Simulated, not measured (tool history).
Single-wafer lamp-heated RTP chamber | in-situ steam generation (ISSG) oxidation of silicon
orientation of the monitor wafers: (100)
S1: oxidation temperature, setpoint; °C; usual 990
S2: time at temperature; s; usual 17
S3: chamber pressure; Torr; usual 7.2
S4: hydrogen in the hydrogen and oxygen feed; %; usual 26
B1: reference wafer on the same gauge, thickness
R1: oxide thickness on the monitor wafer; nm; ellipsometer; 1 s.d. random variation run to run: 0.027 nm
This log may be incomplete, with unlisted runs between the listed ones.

run     day    S1  S2   S3  S4     B1     R1
  1       0   990  17  7.2  26  4.192  4.827
  2   1.912   990  17  7.2  24  4.182   4.72
      5.362  -- gauge calibrated
  3   7.092   990  17  7.2  24  4.183  4.773
  4   8.729   990  17  7.2  24  4.189  4.824
  5  11.446   990  17  7.2  19  4.198  4.598
  6  12.667   990  17  7.2  26  4.192  4.978
  7  14.346   990  17  7.2  26   4.18  5.013
     15.171  -- pressure gauge zeroed
  8  15.971   990  17  7.2  26  4.182  5.034
     16.667  -- pyrometer window cleaned and pyrometer calibrated
  9  17.017   990  21  7.2  26  4.184  5.373
 10  24.788  1009  17  7.2  26  4.191  5.305
 11  26.929   980  22  7.2  26  4.185  5.259
 12  28.862   972  21  7.6  30  4.186  5.271
 13  30.396   977  17  7.2  26  4.193  4.672
 14  32.492   990  15  6.9  26  4.191  4.678
 15    34.9   983  11  7.2  32  4.193  4.356
     35.304  -- pyrometer window cleaned and pyrometer calibrated
     36.979  -- hydrogen flow controller replaced
 16   37.15   990  22  8.3  30  4.192  5.619
 17  38.633   990  15  7.7  26  4.186  4.544
 18  40.896   977  22  7.2  21  4.196  4.878
 19  42.312   976  17  6.9  29    4.2  4.804
 20  44.775  1003  17  6.9  31  4.187    5.4
 21  45.796   990  17  7.2  26  4.195  4.953
 22  47.629   990  17  7.2  30  4.193  5.132
 23  50.467   990  20  7.2  26  4.189  5.339
 24  52.504   996  11    8  32  4.188  4.515
 25  54.167   990  17  7.2  26  4.202  5.002
     55.296  -- pyrometer window cleaned and pyrometer calibrated
 26  56.538   976  13  7.2  26  4.182  4.132
 27  58.629   990  17  7.2  26  4.195    4.9
 28  59.671   990  17  7.6  22  4.195  4.656
 29  61.838   976  22  8.2  29  4.192  5.341
 30  64.225   990  15  7.2  29  4.193  4.794
 31  66.996   990  17  7.2  26  4.187  4.838

Below are 4 alternative next runs, each starting from the tool's condition after run 31. Predict each:
  A  67.017  990  17  7.2  26   ?   ?
  B  67.017  990  17  6.9  18   ?   ?
  C  67.017  984  12  7.7  19   ?   ?
  D  67.017  982  21  8.6  26   ?   ?

run     B1     R1
  A  4.199  4.945
  B  4.199   4.49
  C  4.199  3.857
  D  4.199  5.238
What these runs would have given with no unlogged condition in the tool:
run     R1
  A  4.874
  B  4.425
  C   3.81
  D  5.161
